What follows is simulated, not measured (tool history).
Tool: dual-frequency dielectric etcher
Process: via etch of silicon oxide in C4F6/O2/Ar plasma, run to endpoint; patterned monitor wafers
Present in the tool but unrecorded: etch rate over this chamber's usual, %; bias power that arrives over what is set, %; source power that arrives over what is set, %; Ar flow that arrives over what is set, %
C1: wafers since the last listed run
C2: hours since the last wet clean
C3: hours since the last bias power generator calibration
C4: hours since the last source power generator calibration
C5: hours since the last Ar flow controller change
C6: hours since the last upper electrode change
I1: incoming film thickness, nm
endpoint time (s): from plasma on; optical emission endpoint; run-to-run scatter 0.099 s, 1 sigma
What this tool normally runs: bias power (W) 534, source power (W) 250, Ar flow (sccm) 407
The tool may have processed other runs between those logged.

{"run": 1, "day": 0.0, "bias power (W)": 534, "source power (W)": 250, "Ar flow (sccm)": 407, "C1": 0, "C2": 313.9, "C3": 2161.2, "C4": 4605.1, "C5": 4104.4, "C6": 3580.1, "I1": 97.7, "endpoint time (s)": 24.4}
{"run": 2, "day": 1.058, "bias power (W)": 534, "source power (W)": 250, "Ar flow (sccm)": 407, "C1": 238, "C2": 339.3, "C3": 2186.6, "C4": 4630.5, "C5": 4129.8, "C6": 3605.5, "I1": 97.8, "endpoint time (s)": 24.6}
{"run": 3, "day": 1.617, "bias power (W)": 534, "source power (W)": 250, "Ar flow (sccm)": 407, "C1": 125, "C2": 352.7, "C3": 2200, "C4": 4643.9, "C5": 4143.2, "C6": 3618.9, "I1": 97.5, "endpoint time (s)": 24.4}
{"run": 4, "day": 3.012, "bias power (W)": 534, "source power (W)": 250, "Ar flow (sccm)": 407, "C1": 314, "C2": 386.2, "C3": 2233.5, "C4": 4677.4, "C5": 4176.7, "C6": 3652.4, "I1": 98.8, "endpoint time (s)": 24.8}
{"run": 5, "day": 4.067, "bias power (W)": 534, "source power (W)": 250, "Ar flow (sccm)": 407, "C1": 237, "C2": 411.5, "C3": 2258.8, "C4": 4702.7, "C5": 4202, "C6": 3677.7, "I1": 98.6, "endpoint time (s)": 24.6}
{"run": 6, "day": 5.225, "bias power (W)": 534, "source power (W)": 250, "Ar flow (sccm)": 407, "C1": 260, "C2": 439.3, "C3": 2286.6, "C4": 4730.5, "C5": 4229.8, "C6": 3705.5, "I1": 98.7, "endpoint time (s)": 24.6}
{"run": 7, "day": 6.417, "bias power (W)": 534, "source power (W)": 250, "Ar flow (sccm)": 407, "C1": 268, "C2": 467.9, "C3": 2315.2, "C4": 4759.1, "C5": 4258.4, "C6": 3734.1, "I1": 98.9, "endpoint time (s)": 24.4}
{"run": 8, "day": 7.604, "bias power (W)": 534, "source power (W)": 250, "Ar flow (sccm)": 407, "C1": 267, "C2": 496.4, "C3": 2343.7, "C4": 4787.6, "C5": 4286.9, "C6": 3762.6, "I1": 97.4, "endpoint time (s)": 24.4}
{"day": 7.962, "done": "source power generator calibrated"}
{"run": 9, "day": 9.079, "bias power (W)": 534, "source power (W)": 250, "Ar flow (sccm)": 407, "C1": 294, "C2": 531.8, "C3": 2379.1, "C4": 26.8, "C5": 4322.3, "C6": 3798, "I1": 99.2, "endpoint time (s)": 24.6}
{"day": 10.175, "done": "wet clean of the chamber"}
{"run": 10, "day": 10.412, "bias power (W)": 534, "source power (W)": 250, "Ar flow (sccm)": 407, "C1": 75, "C2": 5.7, "C3": 2411.1, "C4": 58.8, "C5": 4354.3, "C6": 3830, "I1": 98.3, "endpoint time (s)": 23.9}
{"run": 11, "day": 11.692, "bias power (W)": 534, "source power (W)": 250, "Ar flow (sccm)": 407, "C1": 287, "C2": 36.4, "C3": 2441.8, "C4": 89.5, "C5": 4385, "C6": 3860.7, "I1": 98.9, "endpoint time (s)": 24}
{"day": 12.008, "done": "bias power generator calibrated"}
{"run": 12, "day": 13.058, "bias power (W)": 534, "source power (W)": 250, "Ar flow (sccm)": 407, "C1": 270, "C2": 69.2, "C3": 25.2, "C4": 122.3, "C5": 4417.8, "C6": 3893.5, "I1": 98.7, "endpoint time (s)": 24}
{"run": 13, "day": 13.733, "bias power (W)": 498, "source power (W)": 220, "Ar flow (sccm)": 439, "C1": 151, "C2": 85.4, "C3": 41.4, "C4": 138.5, "C5": 4434, "C6": 3909.7, "I1": 97.8, "endpoint time (s)": 25.1}
{"day": 15.092, "done": "wet clean of the chamber, repeated, since the last time left the tool worse"}
{"run": 14, "day": 15.112, "bias power (W)": 433, "source power (W)": 200, "Ar flow (sccm)": 407, "C1": 85, "C2": 0.5, "C3": 74.5, "C4": 171.6, "C5": 4467.1, "C6": 3942.8, "I1": 97.8, "endpoint time (s)": 28}
{"day": 15.558, "done": "Ar flow controller replaced"}
{"run": 15, "day": 15.871, "bias power (W)": 534, "source power (W)": 250, "Ar flow (sccm)": 407, "C1": 114, "C2": 18.7, "C3": 92.7, "C4": 189.8, "C5": 7.5, "C6": 3961, "I1": 98.8, "endpoint time (s)": 25.1}
{"day": 18.05, "done": "upper electrode replaced"}
{"run": 16, "day": 18.071, "bias power (W)": 607, "source power (W)": 270, "Ar flow (sccm)": 407, "C1": 270, "C2": 71.5, "C3": 145.5, "C4": 242.6, "C5": 60.3, "C6": 0.5, "I1": 98.5, "endpoint time (s)": 23.7}
{"run": 17, "day": 18.092, "bias power (W)": 471, "source power (W)": 250, "Ar flow (sccm)": 339, "C1": 4, "C2": 72, "C3": 146, "C4": 243.1, "C5": 60.8, "C6": 1, "I1": 99.2, "endpoint time (s)": 25.7}
{"run": 18, "day": 19.004, "bias power (W)": 534, "source power (W)": 250, "Ar flow (sccm)": 407, "C1": 205, "C2": 93.9, "C3": 167.9, "C4": 265, "C5": 82.7, "C6": 22.9, "I1": 99.5, "endpoint time (s)": 25.2}
{"run": 19, "day": 19.558, "bias power (W)": 425, "source power (W)": 210, "Ar flow (sccm)": 315, "C1": 124, "C2": 107.2, "C3": 181.2, "C4": 278.3, "C5": 96, "C6": 36.2, "I1": 98.4, "endpoint time (s)": 27.3}
{"run": 20, "day": 21.046, "bias power (W)": 534, "source power (W)": 310, "Ar flow (sccm)": 407, "C1": 334, "C2": 142.9, "C3": 216.9, "C4": 314, "C5": 131.7, "C6": 71.9, "I1": 98.3, "endpoint time (s)": 23.3}
{"run": 21, "day": 22.504, "bias power (W)": 534, "source power (W)": 190, "Ar flow (sccm)": 407, "C1": 328, "C2": 177.9, "C3": 251.9, "C4": 349, "C5": 166.7, "C6": 106.9, "I1": 98.3, "endpoint time (s)": 26.7}
{"run": 22, "day": 23.729, "bias power (W)": 632, "source power (W)": 270, "Ar flow (sccm)": 500, "C1": 275, "C2": 207.3, "C3": 281.3, "C4": 378.4, "C5": 196.1, "C6": 136.3, "I1": 99, "endpoint time (s)": 23.7}

Below are 3 alternative next runs, each starting from the tool's condition after run 22. Predict each:
{"run": "A", "day": 23.746, "bias power (W)": 534, "source power (W)": 250, "Ar flow (sccm)": 407, "C1": 3, "C2": 207.7, "C3": 281.7, "C4": 378.8, "C5": 196.5, "C6": 136.7, "I1": 98.5, "endpoint time (s)": "?"}
{"run": "B", "day": 23.746, "bias power (W)": 534, "source power (W)": 210, "Ar flow (sccm)": 407, "C1": 3, "C2": 207.7, "C3": 281.7, "C4": 378.8, "C5": 196.5, "C6": 136.7, "I1": 98.5, "endpoint time (s)": "?"}
{"run": "C", "day": 23.746, "bias power (W)": 636, "source power (W)": 250, "Ar flow (sccm)": 361, "C1": 3, "C2": 207.7, "C3": 281.7, "C4": 378.8, "C5": 196.5, "C6": 136.7, "I1": 98.5, "endpoint time (s)": "?"}

run=A endpoint_time_(s)=24.6
run=B endpoint_time_(s)=25.8
run=C endpoint_time_(s)=23.3
The same runs, with their run-to-run variation unchanged, on a tool lacking any hidden condition would have given:
run=A endpoint_time_(s)=24.8
run=B endpoint_time_(s)=26.1
run=C endpoint_time_(s)=23.5
